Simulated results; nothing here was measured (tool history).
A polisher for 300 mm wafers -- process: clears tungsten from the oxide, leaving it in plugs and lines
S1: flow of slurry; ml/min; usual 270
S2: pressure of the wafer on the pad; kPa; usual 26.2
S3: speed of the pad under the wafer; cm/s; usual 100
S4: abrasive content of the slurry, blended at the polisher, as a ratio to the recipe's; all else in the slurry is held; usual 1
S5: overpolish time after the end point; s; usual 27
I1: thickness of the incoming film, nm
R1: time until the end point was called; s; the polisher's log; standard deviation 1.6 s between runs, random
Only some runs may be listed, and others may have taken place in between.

run   hour   S1    S2   S3    S4  S5     I1     R1
  1      0  270  26.2  100     1  27  602.2  125.4
  2   17.2  270  26.2   92     1  27  608.3  143.5
      29.3  -- slurry blender recalibrated
  3   30.9  270  26.2  100     1  27  589.3  113.6
  4   47.2  270  26.2  100     1  27  604.3  116.7
  5   54.2  270  26.2  100     1  27  603.7  116.9
  6   61.1  270  26.2  100     1  27  601.2  114.6
  7   69.1  270  26.2  100     1  27  595.9  116.4
  8   79.6  270  26.2  100     1  27  588.8  117.8
      86.4  -- slurry tank refilled with fresh slurry and peroxide
      89.6  -- worn pad replaced by a new one
        95  -- slurry nozzle cleaned
  9   97.3  270  26.2  100     1  27  600.8  120.8
 10  105.5  270  26.2  100     1  27  594.4    120
 11  122.6  270  26.2  100     1  27  601.8  126.7
     127.9  -- head pressure recalibrated
 12  137.3  270  26.2  100     1  27  592.2  127.9
     145.4  -- slurry blender recalibrated
 13  148.5  335  17.2  114     1  27  607.2  155.6
 14  161.9  270  26.2  112  1.25  27  597.1   94.8
 15  168.9  340  19.3  100     1  36  588.9  152.6
 16  179.2  270  26.2  100     1  27  592.7  116.3
     182.6  -- slurry tank refilled with fresh slurry and peroxide
 17  186.1  270  26.2  100     1  27    593  116.1
     190.2  -- worn pad replaced by a new one, of another model than before
 18  201.2  245  26.2   90   0.9  27  594.2  132.6
 19  215.3  270  30.3   72     1  27  593.3  133.3
 20  223.6  210  26.2  100     1  27  589.1  125.4
 21  235.7  270  26.2  100     1  27  608.9  128.6
     252.3  -- slurry blender recalibrated
     273.5  -- slurry tank refilled with fresh slurry and peroxide
     275.9  -- worn pad replaced by a new one
 22  276.5  270  26.2  100     1  27  587.9  114.8
 23  291.6  270  21.4  100     1  27    594  133.2
 24  302.5  270  26.2   86  0.85  27    598  131.3
 25  332.2  200  26.2   86  1.15  27  604.7  133.6

Predict each of these 5 candidate next runs independently; none follows another, all start after run 25:
  A  332.7  270  26.2   66     1  27  596.5   ?
  B  332.7  175    29  100     1  27  596.5   ?
  C  332.7  270  26.2  100  1.15  15  596.5   ?
  D  332.7  270  19.3  100     1  27  596.5   ?
  E  332.7  270    31  100   0.8  22  596.5   ?

run     R1
  A  146.1
  B  115.5
  C    115
  D  138.5
  E    115
With the hidden condition removed and each run's random variation left untouched, the same runs would have given:
run     R1
  A  134.3
  B  106.2
  C  105.6
  D  127.3
  E    106

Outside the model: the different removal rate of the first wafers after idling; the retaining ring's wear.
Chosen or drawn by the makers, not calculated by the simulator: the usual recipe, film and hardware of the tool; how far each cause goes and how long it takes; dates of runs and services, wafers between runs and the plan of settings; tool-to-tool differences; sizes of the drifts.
